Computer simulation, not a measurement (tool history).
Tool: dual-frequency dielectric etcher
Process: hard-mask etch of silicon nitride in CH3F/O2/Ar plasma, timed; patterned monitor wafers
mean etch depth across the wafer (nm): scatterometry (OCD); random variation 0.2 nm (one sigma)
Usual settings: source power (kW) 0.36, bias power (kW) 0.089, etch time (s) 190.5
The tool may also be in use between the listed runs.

run,hour,source power (kW),bias power (kW),etch time (s),wafers since the last listed run,hours since the last wet clean,hours since the last source power generator calibration,hours since the last bias power generator calibration,hours since the last upper electrode change,hours since the gauge calibration,"read-back reference wafer on the same gauge, depth_nm",mean etch depth across the wafer (nm)
1,0,0.36,0.089,190.5,0,258.3,3107.4,2557.3,4931.3,306.4,116.9,135.2
2,100.7,0.36,0.089,190.5,674,359,3208.1,2658,5032,407.1,117,134.7
3,139.8,0.36,0.089,190.5,261,398.1,3247.2,2697.1,5071.1,446.2,117,134.9
4,237.3,0.36,0.089,190.5,652,495.6,3344.7,2794.6,5168.6,543.7,117,134.1
# hour 307.9: wet clean of the chamber
5,308.4,0.36,0.089,190.5,315,0.5,3415.8,2865.7,5239.7,614.8,117,137
6,337.1,0.36,0.089,190.5,192,29.2,3444.5,2894.4,5268.4,643.5,117,137.5
# hour 379.1: gauge calibrated
# hour 393.6: upper electrode replaced
# hour 409.2: source power generator calibrated
7,433.9,0.36,0.089,190.5,460,126,24.7,2991.2,40.3,54.8,117,137
8,521.7,0.29,0.099,190.5,587,213.8,112.5,3079,128.1,142.6,117,130.9
9,559.4,0.36,0.089,190.5,252,251.5,150.2,3116.7,165.8,180.3,117,136.6
10,631.6,0.38,0.107,190.5,483,323.7,222.4,3188.9,238,252.5,117,150.7
# hour 671.7: bias power generator calibrated
11,686.9,0.31,0.097,151.5,343,379,277.7,15.2,293.3,307.8,117,102.8
12,784.3,0.36,0.089,190.5,652,476.4,375.1,112.6,390.7,405.2,117,132
# hour 881: wet clean of the chamber
13,881.5,0.27,0.089,239.5,490,0.5,472.3,209.8,487.9,502.4,117,149.6
14,905.1,0.36,0.089,190.5,157,24.1,495.9,233.4,511.5,526,117,133.7

4 ways to go on from here, each from the tool as it stands after run 14. What would each give?
A,905.6,0.36,0.089,190.5,3,24.6,496.4,233.9,512,526.5,?,?
B,905.6,0.36,0.102,227.5,3,24.6,496.4,233.9,512,526.5,?,?
C,905.6,0.3,0.089,161.5,3,24.6,496.4,233.9,512,526.5,?,?
D,905.6,0.28,0.079,190.5,3,24.6,496.4,233.9,512,526.5,?,?

run,"read-back reference wafer on the same gauge, depth_nm",mean etch depth across the wafer (nm)
A,116.9,134.2
B,116.9,169.7
C,116.9,105.6
D,116.9,115
Without the tool's hidden state the same runs would have given:
run,mean etch depth across the wafer (nm)
A,134.7
B,170.4
C,106
D,115.5

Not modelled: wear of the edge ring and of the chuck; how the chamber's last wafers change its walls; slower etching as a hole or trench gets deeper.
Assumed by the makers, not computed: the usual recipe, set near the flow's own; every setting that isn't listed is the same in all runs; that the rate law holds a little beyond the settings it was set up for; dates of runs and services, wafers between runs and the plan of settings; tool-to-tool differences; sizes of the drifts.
